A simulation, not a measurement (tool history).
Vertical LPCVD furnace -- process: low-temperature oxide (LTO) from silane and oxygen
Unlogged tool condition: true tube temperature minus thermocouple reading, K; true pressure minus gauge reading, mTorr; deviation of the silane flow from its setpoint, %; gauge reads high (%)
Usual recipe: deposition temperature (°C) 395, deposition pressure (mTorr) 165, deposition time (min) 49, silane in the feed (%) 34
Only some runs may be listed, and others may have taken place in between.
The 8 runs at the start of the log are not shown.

run	day	deposition temperature (°C)	deposition pressure (mTorr)	deposition time (min)	silane in the feed (%)	wafers since the last listed run	hours since the last temperature calibration	hours since the pressure gauge was zeroed	hours since the silane flow controller was replaced	hours since the gauge calibration	read-back reference wafer on the same gauge, thickness	film thickness on the monitor wafer in the middle of the boat (Å)
9	27.196	395	165	49	34	700	2409.1	1546.6	4795.6	696	261.13	2283.1
# day 29.508: thermocouples replaced and temperature profile calibrated
10	31.571	395	165	49	34	609	49.5	1651.6	4900.6	801	260.8	2285.4
11	33.142	395	165	49	37	283	87.2	1689.3	4938.3	838.7	260.8	2556.1
# day 35.6: silane flow controller replaced
12	37.129	392	165	49	34	539	182.9	1785	36.7	934.4	260.48	2188.8
# day 38.271: pressure gauge zeroed
13	40.158	395	190	57	34	366	255.6	45.3	109.4	1007.1	260.55	3053
14	42.708	395	190	57	34	460	316.8	106.5	170.6	1068.3	260.41	3048.1
15	45.875	404	165	58	34	571	392.8	182.5	246.6	1144.3	260.31	2994.6
16	49.546	395	165	49	34	662	480.9	270.6	334.7	1232.4	260.18	2280.4
17	51.192	389	165	49	31	297	520.4	310.1	374.2	1271.9	260.3	1850.7
18	53.096	395	165	41.5	40	343	566.1	355.8	419.9	1317.6	260.11	2382.5
# day 55.675: gauge calibrated
19	56.775	395	165	49	32	664	654.4	444.1	508.2	26.4	265.9	2141.8
20	59.179	395	165	37	34	433	712.1	501.8	565.9	84.1	265.14	1746.3
21	61.562	395	165	44	34	430	769.3	559	623.1	141.3	264.58	2072.4
22	65.75	395	165	43.5	38	755	869.8	659.5	723.6	241.8	263.82	2369.6
23	67.767	402	185	61.5	34	364	918.2	707.9	772	290.2	263.45	3514.2
24	69.271	395	165	49	34	271	954.3	744	808.1	326.3	263.21	2305.4
25	73.354	402	185	61.5	34	737	1052.3	842	906.1	424.3	262.59	3495.4
26	82.742	387	165	49	40	1694	1277.6	1067.3	1131.4	649.6	261.56	2573.1
27	84.646	388	135	32	37	343	1323.3	1113	1177.1	695.3	261.52	1255.1
28	86.883	395	155	49	38	403	1377	1166.7	1230.8	749	261.49	2488.7
29	89.592	390	190	49	34	488	1442	1231.7	1295.8	814	261.3	2477.8
30	91.625	395	165	49	34	367	1490.8	1280.5	1344.6	862.8	261.22	2271

What if the next run were any one of these 3? Each begins from the tool's condition after run 30:
A	91.85	395	165	49	34	40	1496.2	1285.9	1350	868.2	?	?
B	91.85	395	165	49	39	40	1496.2	1285.9	1350	868.2	?	?
C	91.85	395	205	37.5	28	40	1496.2	1285.9	1350	868.2	?	?

run	read-back reference wafer on the same gauge, thickness	film thickness on the monitor wafer in the middle of the boat (Å)
A	261.2	2283.6
B	261.2	2733.5
C	261.2	1637.4
Take away the tool's hidden state, keep each run's random variation, and the runs would have read:
run	film thickness on the monitor wafer in the middle of the boat (Å)
A	2325.7
B	2784
C	1667.6
